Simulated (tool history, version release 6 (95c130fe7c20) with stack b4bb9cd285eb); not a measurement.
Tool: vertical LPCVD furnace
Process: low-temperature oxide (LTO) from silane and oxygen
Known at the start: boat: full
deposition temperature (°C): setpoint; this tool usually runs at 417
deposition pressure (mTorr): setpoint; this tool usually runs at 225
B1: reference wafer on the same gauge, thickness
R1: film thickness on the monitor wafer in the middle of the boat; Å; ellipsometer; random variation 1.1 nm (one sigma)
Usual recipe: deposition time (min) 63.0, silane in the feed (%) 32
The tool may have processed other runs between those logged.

run 1 hour=0.0 | deposition_temperature_(°C)=417 deposition_pressure_(mTorr)=225 deposition_time_(min)=63.0 silane_in_the_feed_(%)=32 | B1=597.83 | R1=5555.7
run 2 hour=107.0 | deposition_temperature_(°C)=417 deposition_pressure_(mTorr)=225 deposition_time_(min)=63.0 silane_in_the_feed_(%)=32 | B1=597.43 | R1=5541.7
run 3 hour=203.8 | deposition_temperature_(°C)=417 deposition_pressure_(mTorr)=225 deposition_time_(min)=63.0 silane_in_the_feed_(%)=32 | B1=598.22 | R1=5549.6
run 4 hour=245.1 | deposition_temperature_(°C)=417 deposition_pressure_(mTorr)=225 deposition_time_(min)=63.0 silane_in_the_feed_(%)=37 | B1=597.11 | R1=6743.1
run 5 hour=303.2 | deposition_temperature_(°C)=417 deposition_pressure_(mTorr)=225 deposition_time_(min)=69.5 silane_in_the_feed_(%)=32 | B1=597.78 | R1=6117.6
run 6 hour=404.4 | deposition_temperature_(°C)=417 deposition_pressure_(mTorr)=225 deposition_time_(min)=69.5 silane_in_the_feed_(%)=32 | B1=597.25 | R1=6125.2
run 7 hour=483.8 | deposition_temperature_(°C)=417 deposition_pressure_(mTorr)=225 deposition_time_(min)=55.0 silane_in_the_feed_(%)=32 | B1=598.10 | R1=4871.3
-- hour=515.0 silane flow controller replaced
run 8 hour=579.0 | deposition_temperature_(°C)=417 deposition_pressure_(mTorr)=225 deposition_time_(min)=55.0 silane_in_the_feed_(%)=32 | B1=598.32 | R1=4844.2
run 9 hour=648.9 | deposition_temperature_(°C)=417 deposition_pressure_(mTorr)=225 deposition_time_(min)=55.0 silane_in_the_feed_(%)=32 | B1=597.58 | R1=4862.1
run 10 hour=735.7 | deposition_temperature_(°C)=421 deposition_pressure_(mTorr)=225 deposition_time_(min)=63.0 silane_in_the_feed_(%)=32 | B1=597.66 | R1=5808.0
-- hour=803.7 pressure gauge zeroed
run 11 hour=815.1 | deposition_temperature_(°C)=417 deposition_pressure_(mTorr)=255 deposition_time_(min)=63.0 silane_in_the_feed_(%)=32 | B1=598.55 | R1=6290.6
-- hour=820.6 gauge calibrated
run 12 hour=865.4 | deposition_temperature_(°C)=417 deposition_pressure_(mTorr)=225 deposition_time_(min)=63.0 silane_in_the_feed_(%)=32 | B1=597.71 | R1=5570.8
run 13 hour=962.6 | deposition_temperature_(°C)=424 deposition_pressure_(mTorr)=195 deposition_time_(min)=43.5 silane_in_the_feed_(%)=32 | B1=597.35 | R1=3589.8
run 14 hour=1033.9 | deposition_temperature_(°C)=417 deposition_pressure_(mTorr)=225 deposition_time_(min)=63.0 silane_in_the_feed_(%)=28 | B1=597.57 | R1=4590.2
run 15 hour=1073.4 | deposition_temperature_(°C)=417 deposition_pressure_(mTorr)=225 deposition_time_(min)=63.0 silane_in_the_feed_(%)=32 | B1=597.98 | R1=5553.3
run 16 hour=1122.5 | deposition_temperature_(°C)=417 deposition_pressure_(mTorr)=280 deposition_time_(min)=63.0 silane_in_the_feed_(%)=32 | B1=598.21 | R1=6890.0
run 17 hour=1225.6 | deposition_temperature_(°C)=417 deposition_pressure_(mTorr)=270 deposition_time_(min)=87.5 silane_in_the_feed_(%)=32 | B1=597.81 | R1=9243.5
-- hour=1331.0 thermocouples replaced and temperature profile calibrated
run 18 hour=1331.5 | deposition_temperature_(°C)=417 deposition_pressure_(mTorr)=225 deposition_time_(min)=69.5 silane_in_the_feed_(%)=28 | B1=597.69 | R1=5077.5
run 19 hour=1410.2 | deposition_temperature_(°C)=417 deposition_pressure_(mTorr)=225 deposition_time_(min)=74.5 silane_in_the_feed_(%)=27 | B1=598.09 | R1=5132.2
run 20 hour=1450.6 | deposition_temperature_(°C)=417 deposition_pressure_(mTorr)=225 deposition_time_(min)=63.0 silane_in_the_feed_(%)=32 | B1=598.17 | R1=5563.8
run 21 hour=1507.9 | deposition_temperature_(°C)=417 deposition_pressure_(mTorr)=225 deposition_time_(min)=63.0 silane_in_the_feed_(%)=34 | B1=598.00 | R1=6027.9
run 22 hour=1583.1 | deposition_temperature_(°C)=417 deposition_pressure_(mTorr)=225 deposition_time_(min)=63.0 silane_in_the_feed_(%)=32 | B1=597.76 | R1=5532.1
run 23 hour=1670.6 | deposition_temperature_(°C)=417 deposition_pressure_(mTorr)=225 deposition_time_(min)=86.5 silane_in_the_feed_(%)=32 | B1=598.11 | R1=7629.1

State the hidden condition of the tool at each of the runs:
true tube temperature minus thermocouple reading, K: 0 at every run
true pressure minus gauge reading, mTorr: 0 at every run
deviation of the silane flow from its setpoint, %: 0 at every run
gauge reads high (%): 0 at every run

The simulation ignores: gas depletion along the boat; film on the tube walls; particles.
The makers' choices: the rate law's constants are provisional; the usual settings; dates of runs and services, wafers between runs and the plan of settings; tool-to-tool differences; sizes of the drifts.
